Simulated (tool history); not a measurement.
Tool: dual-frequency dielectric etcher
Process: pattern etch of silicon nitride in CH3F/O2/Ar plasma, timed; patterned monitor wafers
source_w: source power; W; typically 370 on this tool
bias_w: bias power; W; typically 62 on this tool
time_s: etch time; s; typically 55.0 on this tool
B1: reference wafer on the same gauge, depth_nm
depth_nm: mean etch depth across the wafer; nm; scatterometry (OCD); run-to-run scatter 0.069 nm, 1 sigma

Run 1, day 0.000: usual settings; B1 31.79. Result: depth_nm 35.67 nm.
Run 2, day 1.438: usual settings; B1 31.81. Result: depth_nm 35.84 nm.
Run 3, day 2.712: usual settings; B1 31.81. Result: depth_nm 35.68 nm.
Run 4, day 3.412: usual settings; B1 31.83. Result: depth_nm 35.79 nm.
Run 5, day 4.308: usual settings; B1 31.81. Result: depth_nm 35.77 nm.
At day 5.688: upper electrode replaced.
Run 6, day 5.708: usual settings; B1 31.80. Result: depth_nm 35.84 nm.
Run 7, day 5.725: usual settings; B1 31.80. Result: depth_nm 35.69 nm.
Run 8, day 6.479: usual settings but time_s 44.0 s; B1 31.82. Result: depth_nm 28.60 nm.
Run 9, day 7.721: usual settings but time_s 44.0 s; B1 31.84. Result: depth_nm 28.57 nm.
Run 10, day 8.833: usual settings but bias_w 57 W; B1 31.79. Result: depth_nm 34.56 nm.
Run 11, day 9.550: usual settings but bias_w 57 W; B1 31.80. Result: depth_nm 34.68 nm.
At day 9.833: gauge calibrated.
Run 12, day 10.408: usual settings but source_w 390 W, bias_w 68 W, time_s 47.0 s; B1 31.82. Result: depth_nm 32.68 nm.
Run 13, day 10.996: usual settings but source_w 430 W, bias_w 76 W, time_s 67.0 s; B1 31.80. Result: depth_nm 50.82 nm.
Run 14, day 11.771: usual settings; B1 31.82. Result: depth_nm 35.92 nm.
At day 12.512: bias power generator calibrated.
Run 15, day 12.929: usual settings but source_w 340 W, bias_w 53 W, time_s 50.0 s; B1 31.81. Result: depth_nm 28.93 nm.
At day 13.408: source power generator calibrated.
Run 16, day 13.808: usual settings; B1 31.78. Result: depth_nm 35.17 nm.
At day 15.400: wet clean of the chamber.
Run 17, day 15.421: usual settings but source_w 430 W, bias_w 78 W, time_s 48.5 s; B1 31.80. Result: depth_nm 35.93 nm.
Run 18, day 16.625: usual settings but bias_w 70 W, time_s 70.0 s; B1 31.78. Result: depth_nm 46.51 nm.
Run 19, day 17.300: usual settings but source_w 440 W, bias_w 51 W, time_s 42.0 s; B1 31.79. Result: depth_nm 26.79 nm.
Run 20, day 18.571: usual settings; B1 31.80. Result: depth_nm 34.80 nm.
Run 21, day 19.446: usual settings but source_w 330 W, bias_w 47 W, time_s 44.5 s; B1 31.82. Result: depth_nm 24.06 nm.
Run 22, day 20.738: usual settings but source_w 460 W; B1 31.82. Result: depth_nm 38.50 nm.
Run 23, day 22.142: usual settings but source_w 280 W; B1 31.80. Result: depth_nm 30.79 nm.
Run 24, day 23.238: usual settings but source_w 420 W, time_s 46.0 s; B1 31.80. Result: depth_nm 31.05 nm.
Run 25, day 24.492: usual settings but bias_w 74 W; B1 31.80. Result: depth_nm 37.66 nm.
Run 26, day 25.704: usual settings but source_w 320 W, time_s 66.5 s; B1 31.81. Result: depth_nm 39.65 nm.
Run 27, day 26.279: usual settings but source_w 410 W, bias_w 70 W, time_s 49.5 s; B1 31.79. Result: depth_nm 34.75 nm.
At day 27.146: gauge calibrated.
Run 28, day 27.183: usual settings but bias_w 70 W; B1 31.79. Result: depth_nm 36.75 nm.
Run 29, day 28.288: usual settings but source_w 450 W, bias_w 47 W, time_s 61.0 s; B1 31.80. Result: depth_nm 38.36 nm.

Exercise: give the hidden state of the tool at every run:
source power that arrives over what is set, %: 0, the same for each run
gauge reads high (%): 0, the same for each run
H1: etch rate over this chamber's usual, %
H2: bias power that arrives over what is set, %
run      H1      H2
  1   0.668    5.78
  2   0.744     5.8
  3   0.811    5.81
  4   0.848    5.82
  5   0.896    5.83
  6    0.97    5.85
  7   0.971    5.85
  8    1.01    5.86
  9    1.08    5.87
 10    1.14    5.88
 11    1.17    5.89
 12    1.22    5.89
 13    1.25     5.9
 14    1.29    5.91
 15    1.35  -0.166
 16     1.4  0.0442
 17  0.0361   0.408
 18  0.0999   0.662
 19   0.136   0.798
 20   0.203    1.04
 21   0.249     1.2
 22   0.318    1.43
 23   0.392    1.66
 24    0.45    1.83
 25   0.517    2.01
 26   0.581    2.17
 27   0.611    2.25
 28   0.659    2.36
 29   0.718     2.5
